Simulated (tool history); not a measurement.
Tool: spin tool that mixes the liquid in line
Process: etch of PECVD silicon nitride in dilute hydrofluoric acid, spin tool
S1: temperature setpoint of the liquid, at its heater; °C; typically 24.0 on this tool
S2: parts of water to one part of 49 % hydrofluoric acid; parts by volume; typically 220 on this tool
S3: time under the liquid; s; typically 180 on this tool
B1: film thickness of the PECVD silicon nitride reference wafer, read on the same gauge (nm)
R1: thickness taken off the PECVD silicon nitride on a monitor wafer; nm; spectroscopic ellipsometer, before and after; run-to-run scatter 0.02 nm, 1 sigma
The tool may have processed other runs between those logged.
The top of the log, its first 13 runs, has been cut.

run,hour,S1,S2,S3,B1,R1
14,169.9,24.0,220,180,80.015,1.881
# hour 180.6: hydrofluoric acid flow meter replaced
15,187.4,20.5,220,135,80.024,1.008
16,204.3,24.0,220,180,80.035,1.701
17,220.5,24.0,220,180,80.001,1.716
18,227.3,22.0,265,180,80.000,1.254
19,244.1,26.5,180,250,79.984,3.366
20,251.1,26.5,220,180,80.004,1.980
21,265.7,24.0,220,180,79.987,1.631
22,271.8,28.0,220,100,79.989,1.212
23,281.7,24.0,220,180,80.021,1.712
24,299.0,24.0,275,180,79.976,1.350
25,312.9,26.0,185,290,80.010,3.659
26,319.3,19.0,255,265,79.980,1.593
27,329.4,27.0,280,135,79.994,1.212
28,346.6,22.0,220,240,79.993,1.960
29,354.4,24.0,175,240,79.999,2.840
30,361.4,25.5,115,120,80.011,2.363
31,376.6,27.5,315,150,79.971,1.222
32,390.7,20.5,305,230,80.028,1.235

Alternative continuations, all from the tool just after run 32; predict every row:
A,391.2,21.0,220,180,?,?
B,391.2,26.0,120,240,?,?
C,391.2,27.0,185,180,?,?
D,391.2,28.0,275,230,?,?

run,B1,R1
A,79.971,1.404
B,79.971,4.703
C,79.971,2.438
D,79.971,2.219
With the hidden condition removed and each run's random variation left untouched, the same runs would have given:
run,R1
A,1.360
B,4.552
C,2.359
D,2.147

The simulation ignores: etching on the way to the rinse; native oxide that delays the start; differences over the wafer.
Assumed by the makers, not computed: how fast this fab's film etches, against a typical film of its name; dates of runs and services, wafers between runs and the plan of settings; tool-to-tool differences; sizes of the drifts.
